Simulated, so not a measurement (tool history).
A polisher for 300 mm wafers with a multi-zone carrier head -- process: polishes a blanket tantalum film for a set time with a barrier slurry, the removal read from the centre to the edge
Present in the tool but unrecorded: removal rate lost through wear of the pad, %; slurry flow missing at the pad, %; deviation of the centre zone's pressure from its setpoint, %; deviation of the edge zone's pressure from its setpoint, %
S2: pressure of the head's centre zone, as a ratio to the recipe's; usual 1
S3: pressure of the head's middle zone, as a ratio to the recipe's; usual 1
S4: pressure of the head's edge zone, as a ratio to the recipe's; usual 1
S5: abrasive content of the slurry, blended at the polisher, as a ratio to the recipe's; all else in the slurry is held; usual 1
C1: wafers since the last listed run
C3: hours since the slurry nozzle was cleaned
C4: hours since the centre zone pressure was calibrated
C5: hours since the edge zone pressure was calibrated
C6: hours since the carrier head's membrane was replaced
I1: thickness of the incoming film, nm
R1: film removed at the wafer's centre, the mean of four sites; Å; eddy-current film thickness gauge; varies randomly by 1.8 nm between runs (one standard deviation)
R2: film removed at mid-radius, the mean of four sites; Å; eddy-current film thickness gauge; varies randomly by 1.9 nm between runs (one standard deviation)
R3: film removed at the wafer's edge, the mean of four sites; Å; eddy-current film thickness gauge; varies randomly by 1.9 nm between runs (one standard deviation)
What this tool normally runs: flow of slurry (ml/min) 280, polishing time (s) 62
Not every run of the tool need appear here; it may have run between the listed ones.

Run 1, hour 0: usual settings; C1 0; wafers polished on this pad 45; C3 190.5; C4 566.9; C5 400.5; C6 642.5; I1 462. Result: R1 1672 Å, R2 1632 Å, R3 1618 Å.
Run 2, hour 13.8: usual settings; C1 138; wafers polished on this pad 183; C3 204.3; C4 580.7; C5 414.3; C6 656.3; I1 465.5. Result: R1 1643 Å, R2 1599 Å, R3 1639 Å.
Run 3, hour 26.6: usual settings but S5 0.85; C1 128; wafers polished on this pad 311; C3 217.1; C4 593.5; C5 427.1; C6 669.1; I1 461.9. Result: R1 1631 Å, R2 1533 Å, R3 1534 Å.
Run 4, hour 36.8: usual settings; C1 102; wafers polished on this pad 413; C3 227.3; C4 603.7; C5 437.3; C6 679.3; I1 457.9. Result: R1 1692 Å, R2 1591 Å, R3 1593 Å.
Run 5, hour 52.7: usual settings; C1 159; wafers polished on this pad 572; C3 243.2; C4 619.6; C5 453.2; C6 695.2; I1 453.7. Result: R1 1712 Å, R2 1568 Å, R3 1631 Å.
Run 6, hour 61.4: usual settings; C1 87; wafers polished on this pad 659; C3 251.9; C4 628.3; C5 461.9; C6 703.9; I1 462.5. Result: R1 1712 Å, R2 1557 Å, R3 1636 Å.
Run 7, hour 74.2: usual settings but polishing time (s) 48; C1 128; wafers polished on this pad 787; C3 264.7; C4 641.1; C5 474.7; C6 716.7; I1 458.8. Result: R1 1299 Å, R2 1211 Å, R3 1238 Å.
Run 8, hour 86.4: usual settings but flow of slurry (ml/min) 195; C1 122; wafers polished on this pad 909; C3 276.9; C4 653.3; C5 486.9; C6 728.9; I1 459.6. Result: R1 1552 Å, R2 1459 Å, R3 1524 Å.
At hour 100.6: carrier head's membrane replaced by a new one.
Run 9, hour 101.1: usual settings but S4 1.04; C1 96; wafers polished on this pad 1006; C3 291.6; C4 668; C5 501.6; C6 0.5; I1 455.1. Result: R1 1677 Å, R2 1563 Å, R3 1659 Å.
At hour 102.1: slurry nozzle cleaned.
At hour 132: worn pad replaced by a new one.
At hour 143.9: centre zone pressure recalibrated.
Run 10, hour 144.4: usual settings; C1 363; wafers polished on this pad 103; C3 42.3; C4 0.5; C5 544.9; C6 43.8; I1 469.2. Result: R1 1644 Å, R2 1657 Å, R3 1638 Å.
Run 11, hour 157: usual settings but polishing time (s) 54; C1 126; wafers polished on this pad 229; C3 54.9; C4 13.1; C5 557.5; C6 56.4; I1 461.4. Result: R1 1394 Å, R2 1398 Å, R3 1440 Å.
Run 12, hour 167.9: usual settings; C1 109; wafers polished on this pad 338; C3 65.8; C4 24; C5 568.4; C6 67.3; I1 458.7. Result: R1 1646 Å, R2 1635 Å, R3 1649 Å.
Run 13, hour 175: usual settings but flow of slurry (ml/min) 200, S5 0.75, polishing time (s) 47; C1 71; wafers polished on this pad 409; C3 72.9; C4 31.1; C5 575.5; C6 74.4; I1 452.4. Result: R1 1029 Å, R2 1037 Å, R3 1078 Å.
At hour 189.7: edge zone pressure recalibrated.
Run 14, hour 190.8: usual settings but S3 1.04, S5 1.2; C1 138; wafers polished on this pad 547; C3 88.7; C4 46.9; C5 1.1; C6 90.2; I1 468.5. Result: R1 1749 Å, R2 1799 Å, R3 1724 Å.
Run 15, hour 199.4: usual settings but S4 1.05; C1 86; wafers polished on this pad 633; C3 97.3; C4 55.5; C5 9.7; C6 98.8; I1 462.9. Result: R1 1647 Å, R2 1635 Å, R3 1685 Å.
Run 16, hour 216.3: usual settings; C1 169; wafers polished on this pad 802; C3 114.2; C4 72.4; C5 26.6; C6 115.7; I1 465.3. Result: R1 1609 Å, R2 1630 Å, R3 1641 Å.
Run 17, hour 225.5: usual settings but S2 0.94, S4 1.06, polishing time (s) 78; C1 92; wafers polished on this pad 895; C3 123.4; C4 81.6; C5 35.8; C6 124.9; I1 464.4. Result: R1 1899 Å, R2 2056 Å, R3 2104 Å.
Run 18, hour 236.7: usual settings but flow of slurry (ml/min) 245, S2 1.11, S5 1.25, polishing time (s) 76; C1 112; wafers polished on this pad 1007; C3 134.6; C4 92.8; C5 47; C6 136.1; I1 464.9. Result: R1 2264 Å, R2 2054 Å, R3 2135 Å.
Run 19, hour 271.5: usual settings but S2 1.1, S3 1.09, S5 1.2; C1 348; wafers polished on this pad 1355; C3 169.4; C4 127.6; C5 81.8; C6 170.9; I1 462.1. Result: R1 1830 Å, R2 1831 Å, R3 1745 Å.
Run 20, hour 281.3: usual settings but flow of slurry (ml/min) 230, S2 0.96; C1 98; wafers polished on this pad 1453; C3 179.2; C4 137.4; C5 91.6; C6 180.7; I1 455.6. Result: R1 1448 Å, R2 1569 Å, R3 1604 Å.
At hour 285.6: worn pad replaced by a new one.
Run 21, hour 292.8: usual settings but S3 0.95; C1 75; wafers polished on this pad 71; C3 190.7; C4 148.9; C5 103.1; C6 192.2; I1 458.1. Result: R1 1590 Å, R2 1534 Å, R3 1608 Å.

Hidden state at the last listed run before each entry between runs and at the first one after, where it differs:
From run 8 to run 9: carrier head's membrane replaced by a new one (hour 100.6)
  slurry flow missing at the pad, %: 33.8 -> 35.5; deviation of the centre zone's pressure from its setpoint, %: 10.4 -> 10.9
  measured minus no-state result, R1: -14 -> +35 Å; R2: -132 -> -104 Å; R3: -97 -> -80 Å
From run 9 to run 10: slurry nozzle cleaned (hour 102.1); worn pad replaced by a new one (hour 132); centre zone pressure recalibrated (hour 143.9)
  slurry flow missing at the pad, %: 35.5 -> 10.3; deviation of the centre zone's pressure from its setpoint, %: 10.9 -> 1.21
  measured minus no-state result, R1: +35 -> -6 Å; R2: -104 -> -21 Å; R3: -80 -> -16 Å
From run 13 to run 14: edge zone pressure recalibrated (hour 189.7)
  slurry flow missing at the pad, %: 13.8 -> 15.7; deviation of the centre zone's pressure from its setpoint, %: 1.24 -> 1.27
  measured minus no-state result, R1: -19 -> -21 Å; R2: -27 -> -38 Å; R3: -21 -> -28 Å
From run 20 to run 21: worn pad replaced by a new one (hour 285.6)
  slurry flow missing at the pad, %: 26.2 -> 27.5; deviation of the centre zone's pressure from its setpoint, %: 1.67 -> 1.75
  measured minus no-state result, R1: -60 -> -54 Å; R2: -80 -> -68 Å; R3: -60 -> -53 Å

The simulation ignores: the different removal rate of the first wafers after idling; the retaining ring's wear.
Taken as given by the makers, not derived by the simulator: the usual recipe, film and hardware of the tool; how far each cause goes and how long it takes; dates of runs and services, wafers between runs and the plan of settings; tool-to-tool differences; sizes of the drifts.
